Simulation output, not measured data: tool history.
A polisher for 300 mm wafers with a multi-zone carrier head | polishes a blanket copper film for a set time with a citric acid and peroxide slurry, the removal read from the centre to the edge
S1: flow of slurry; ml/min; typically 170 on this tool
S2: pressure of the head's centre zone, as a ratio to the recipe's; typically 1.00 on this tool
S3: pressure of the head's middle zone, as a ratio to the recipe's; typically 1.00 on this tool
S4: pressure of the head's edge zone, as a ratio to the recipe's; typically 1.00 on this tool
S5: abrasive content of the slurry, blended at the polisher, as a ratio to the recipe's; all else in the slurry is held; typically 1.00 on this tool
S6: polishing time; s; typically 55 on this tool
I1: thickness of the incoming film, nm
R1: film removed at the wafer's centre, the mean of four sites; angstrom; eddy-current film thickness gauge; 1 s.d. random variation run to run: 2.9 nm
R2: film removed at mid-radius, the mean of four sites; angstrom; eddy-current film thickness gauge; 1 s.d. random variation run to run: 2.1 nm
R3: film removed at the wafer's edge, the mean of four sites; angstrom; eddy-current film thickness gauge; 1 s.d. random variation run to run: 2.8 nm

{"run": 1, "hour": 0.0, "S1": 170, "S2": 0.93, "S3": 1.0, "S4": 1.0, "S5": 1.0, "S6": 55, "I1": 1116.7, "R1": 1803, "R2": 1927, "R3": 1881}
{"run": 2, "hour": 20.7, "S1": 170, "S2": 0.93, "S3": 1.0, "S4": 1.0, "S5": 1.0, "S6": 55, "I1": 1134.9, "R1": 1850, "R2": 1928, "R3": 1945}
{"run": 3, "hour": 39.5, "S1": 170, "S2": 1.0, "S3": 1.05, "S4": 1.0, "S5": 1.0, "S6": 55, "I1": 1114.3, "R1": 1916, "R2": 1977, "R3": 1908}
{"run": 4, "hour": 55.8, "S1": 170, "S2": 1.0, "S3": 1.0, "S4": 1.07, "S5": 1.0, "S6": 55, "I1": 1116.4, "R1": 1909, "R2": 1869, "R3": 1926}
{"run": 5, "hour": 74.3, "S1": 170, "S2": 1.0, "S3": 1.0, "S4": 1.0, "S5": 1.0, "S6": 55, "I1": 1110.3, "R1": 1845, "R2": 1860, "R3": 1879}
{"run": 6, "hour": 105.7, "S1": 170, "S2": 1.03, "S3": 0.95, "S4": 1.0, "S5": 0.85, "S6": 55, "I1": 1105.7, "R1": 1885, "R2": 1748, "R3": 1806}
{"hour": 116.4, "done": "worn pad replaced by a new one"}
{"run": 7, "hour": 124.5, "S1": 170, "S2": 1.0, "S3": 1.0, "S4": 1.0, "S5": 1.0, "S6": 55, "I1": 1101.1, "R1": 2024, "R2": 1981, "R3": 2029}
{"hour": 135.0, "done": "slurry nozzle cleaned"}
{"hour": 141.8, "done": "edge zone pressure recalibrated"}
{"run": 8, "hour": 155.1, "S1": 170, "S2": 0.97, "S3": 0.96, "S4": 1.0, "S5": 0.7, "S6": 55, "I1": 1138.0, "R1": 1790, "R2": 1820, "R3": 1927}
{"hour": 173.7, "done": "centre zone pressure recalibrated"}
{"hour": 174.6, "done": "carrier head's membrane replaced by a new one"}
{"run": 9, "hour": 175.1, "S1": 170, "S2": 1.0, "S3": 1.0, "S4": 1.0, "S5": 1.0, "S6": 73, "I1": 1126.8, "R1": 2658, "R2": 2583, "R3": 2646}
{"run": 10, "hour": 190.2, "S1": 170, "S2": 0.96, "S3": 0.95, "S4": 1.0, "S5": 1.0, "S6": 55, "I1": 1119.8, "R1": 1908, "R2": 1866, "R3": 1992}
{"run": 11, "hour": 217.1, "S1": 170, "S2": 1.0, "S3": 1.0, "S4": 1.07, "S5": 0.85, "S6": 55, "I1": 1121.1, "R1": 1915, "R2": 1882, "R3": 1945}
{"run": 12, "hour": 240.7, "S1": 170, "S2": 1.0, "S3": 1.0, "S4": 1.0, "S5": 1.0, "S6": 55, "I1": 1119.4, "R1": 1918, "R2": 1946, "R3": 1958}
{"run": 13, "hour": 254.9, "S1": 170, "S2": 1.0, "S3": 1.0, "S4": 1.0, "S5": 1.0, "S6": 55, "I1": 1136.1, "R1": 1921, "R2": 1933, "R3": 1929}
{"run": 14, "hour": 284.4, "S1": 115, "S2": 1.06, "S3": 1.05, "S4": 1.0, "S5": 1.0, "S6": 69, "I1": 1106.1, "R1": 2307, "R2": 2257, "R3": 2264}
{"run": 15, "hour": 302.2, "S1": 170, "S2": 1.0, "S3": 1.0, "S4": 1.0, "S5": 1.0, "S6": 55, "I1": 1121.0, "R1": 1874, "R2": 1932, "R3": 1926}
{"run": 16, "hour": 316.3, "S1": 170, "S2": 1.0, "S3": 1.0, "S4": 1.06, "S5": 0.7, "S6": 55, "I1": 1130.8, "R1": 1795, "R2": 1780, "R3": 1811}

Expected results for the next run?
{"hour": 327.8, "done": "worn pad replaced by a new one"}
{"run": 17, "hour": 328.3, "S1": 170, "S2": 1.0, "S3": 1.1, "S4": 1.1, "S5": 1.0, "S6": 55, "I1": 1110.3, "R1": "?", "R2": "?", "R3": "?"}

{"run 17": {"R1": 2063, "R2": 2180, "R3": 2148}}
Minus the tool's unlogged condition, the same run would have read R1 2069 angstrom, R2 2186 angstrom, R3 2154 angstrom.
